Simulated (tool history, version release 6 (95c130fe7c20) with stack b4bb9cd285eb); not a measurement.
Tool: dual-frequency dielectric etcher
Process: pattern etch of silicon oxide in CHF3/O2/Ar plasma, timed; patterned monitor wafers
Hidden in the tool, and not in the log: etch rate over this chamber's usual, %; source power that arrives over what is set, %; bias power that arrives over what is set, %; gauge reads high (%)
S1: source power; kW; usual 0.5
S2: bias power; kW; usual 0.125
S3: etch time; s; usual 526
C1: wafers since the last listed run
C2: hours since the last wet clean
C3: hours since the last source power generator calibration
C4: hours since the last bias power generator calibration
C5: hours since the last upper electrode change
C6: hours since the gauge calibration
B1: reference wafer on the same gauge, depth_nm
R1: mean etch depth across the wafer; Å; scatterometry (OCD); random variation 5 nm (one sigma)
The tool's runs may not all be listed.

Run 1, hour 0: usual settings; C1 0; C2 230.2; C3 3814.1; C4 2026.3; C5 2966.1; C6 927.6; B1 1040.7. Result: R1 9365 Å.
Run 2, hour 20: usual settings; C1 57; C2 250.2; C3 3834.1; C4 2046.3; C5 2986.1; C6 947.6; B1 1035.5. Result: R1 9349 Å.
Run 3, hour 116.4: usual settings but S2 0.147 kW; C1 279; C2 346.6; C3 3930.5; C4 2142.7; C5 3082.5; C6 1044; B1 1035.6. Result: R1 9972 Å.
Run 4, hour 144.8: usual settings but S2 0.147 kW; C1 82; C2 375; C3 3958.9; C4 2171.1; C5 3110.9; C6 1072.4; B1 1037.1. Result: R1 9954 Å.
At hour 180.8: wet clean of the chamber.
Run 5, hour 181.3: usual settings but S2 0.147 kW; C1 36; C2 0.5; C3 3995.4; C4 2207.6; C5 3147.4; C6 1108.9; B1 1035.9. Result: R1 9938 Å.
At hour 183: gauge calibrated.
Run 6, hour 193: usual settings but S3 426.5 s; C1 33; C2 12.2; C3 4007.1; C4 2219.3; C5 3159.1; C6 10; B1 1039.5. Result: R1 7612 Å.
Run 7, hour 209.1: usual settings but S3 426.5 s; C1 46; C2 28.3; C3 4023.2; C4 2235.4; C5 3175.2; C6 26.1; B1 1034.4. Result: R1 7553 Å.
Run 8, hour 225.2: usual settings but S3 426.5 s; C1 46; C2 44.4; C3 4039.3; C4 2251.5; C5 3191.3; C6 42.2; B1 1037.6. Result: R1 7564 Å.
Run 9, hour 252.1: usual settings but S3 473.5 s; C1 77; C2 71.3; C3 4066.2; C4 2278.4; C5 3218.2; C6 69.1; B1 1037.1. Result: R1 8382 Å.
Run 10, hour 285.9: usual settings but S3 473.5 s; C1 97; C2 105.1; C3 4100; C4 2312.2; C5 3252; C6 102.9; B1 1035.9. Result: R1 8494 Å.
At hour 310.3: source power generator calibrated.
Run 11, hour 321.6: usual settings but S3 473.5 s; C1 91; C2 140.8; C3 11.3; C4 2347.9; C5 3287.7; C6 138.6; B1 1038.2. Result: R1 8389 Å.
Run 12, hour 347.3: usual settings; C1 74; C2 166.5; C3 37; C4 2373.6; C5 3313.4; C6 164.3; B1 1034.4. Result: R1 9380 Å.
Run 13, hour 371.7: usual settings but S1 0.4 kW; C1 70; C2 190.9; C3 61.4; C4 2398; C5 3337.8; C6 188.7; B1 1039.1. Result: R1 7988 Å.
At hour 376.1: bias power generator calibrated.
Run 14, hour 384.4: usual settings but S1 0.38 kW, S2 0.106 kW, S3 630 s; C1 25; C2 203.6; C3 74.1; C4 8.3; C5 3350.5; C6 201.4; B1 1039.6. Result: R1 8581 Å.
Run 15, hour 398.3: usual settings; C1 40; C2 217.5; C3 88; C4 22.2; C5 3364.4; C6 215.3; B1 1036.6. Result: R1 9305 Å.
Run 16, hour 432.6: usual settings but S2 0.116 kW, S3 604 s; C1 99; C2 251.8; C3 122.3; C4 56.5; C5 3398.7; C6 249.6; B1 1037.2. Result: R1 10400 Å.
At hour 460.9: upper electrode replaced.
Run 17, hour 461.4: usual settings but S2 0.154 kW, S3 674 s; C1 13; C2 280.6; C3 151.1; C4 85.3; C5 0.5; C6 278.4; B1 1035.9. Result: R1 13119 Å.
Run 18, hour 472: usual settings but S1 0.44 kW, S2 0.099 kW, S3 400.5 s; C1 30; C2 291.2; C3 161.7; C4 95.9; C5 11.1; C6 289; B1 1036.5. Result: R1 5931 Å.
Run 19, hour 503.2: usual settings but S1 0.55 kW, S2 0.107 kW, S3 465 s; C1 90; C2 322.4; C3 192.9; C4 127.1; C5 42.3; C6 320.2; B1 1038.6. Result: R1 8305 Å.
Run 20, hour 515.4: usual settings; C1 35; C2 334.6; C3 205.1; C4 139.3; C5 54.5; C6 332.4; B1 1037.1. Result: R1 9350 Å.
Run 21, hour 530.5: usual settings; C1 43; C2 349.7; C3 220.2; C4 154.4; C5 69.6; C6 347.5; B1 1035.7. Result: R1 9327 Å.
At hour 568.3: wet clean of the chamber.
Run 22, hour 568.8: usual settings but S1 0.45 kW, S2 0.109 kW, S3 442.5 s; C1 41; C2 0.5; C3 258.5; C4 192.7; C5 107.9; C6 385.8; B1 1039.2. Result: R1 6927 Å.
Run 23, hour 593: usual settings but S1 0.57 kW, S2 0.149 kW, S3 617 s; C1 70; C2 24.7; C3 282.7; C4 216.9; C5 132.1; C6 410; B1 1033.4. Result: R1 12781 Å.
Run 24, hour 664.3: usual settings but S1 0.41 kW, S3 375.5 s; C1 206; C2 96; C3 354; C4 288.2; C5 203.4; C6 481.3; B1 1035.8. Result: R1 5809 Å.
Run 25, hour 682.3: usual settings; C1 52; C2 114; C3 372; C4 306.2; C5 221.4; C6 499.3; B1 1035.8. Result: R1 9333 Å.
Run 26, hour 703.3: usual settings but S2 0.095 kW, S3 402 s; C1 60; C2 135; C3 393; C4 327.2; C5 242.4; C6 520.3; B1 1038.5. Result: R1 6353 Å.
Run 27, hour 728: usual settings but S3 482 s; C1 71; C2 159.7; C3 417.7; C4 351.9; C5 267.1; C6 545; B1 1037.2. Result: R1 8626 Å.
Run 28, hour 753.2: usual settings but S1 0.45 kW, S2 0.138 kW, S3 408.5 s; C1 73; C2 184.9; C3 442.9; C4 377.1; C5 292.3; C6 570.2; B1 1035.5. Result: R1 7098 Å.
Run 29, hour 783.5: usual settings; C1 87; C2 215.2; C3 473.2; C4 407.4; C5 322.6; C6 600.5; B1 1036.5. Result: R1 9363 Å.
Run 30, hour 804: usual settings; C1 59; C2 235.7; C3 493.7; C4 427.9; C5 343.1; C6 621; B1 1037.9. Result: R1 9326 Å.

4 ways to go on from here, each from the tool as it stands after run 30. What would each give?
Run A, hour 804.6: usual settings but S3 438 s; C1 1; C2 236.3; C3 494.3; C4 428.5; C5 343.7; C6 621.6; B1 ?. Result: R1 ?.
Run B, hour 804.6: usual settings but S1 0.6 kW; C1 1; C2 236.3; C3 494.3; C4 428.5; C5 343.7; C6 621.6; B1 ?. Result: R1 ?.
Run C, hour 804.6: usual settings but S1 0.62 kW, S3 608 s; C1 1; C2 236.3; C3 494.3; C4 428.5; C5 343.7; C6 621.6; B1 ?. Result: R1 ?.
Run D, hour 804.6: usual settings but S2 0.138 kW, S3 387 s; C1 1; C2 236.3; C3 494.3; C4 428.5; C5 343.7; C6 621.6; B1 ?. Result: R1 ?.

run    B1     R1
  A  1038   7744
  B  1038  10366
  C  1038  12206
  D  1038   7125
Without the tool's hidden state the same runs would have given:
run     R1
  A   7744
  B  10366
  C  12206
  D   7125
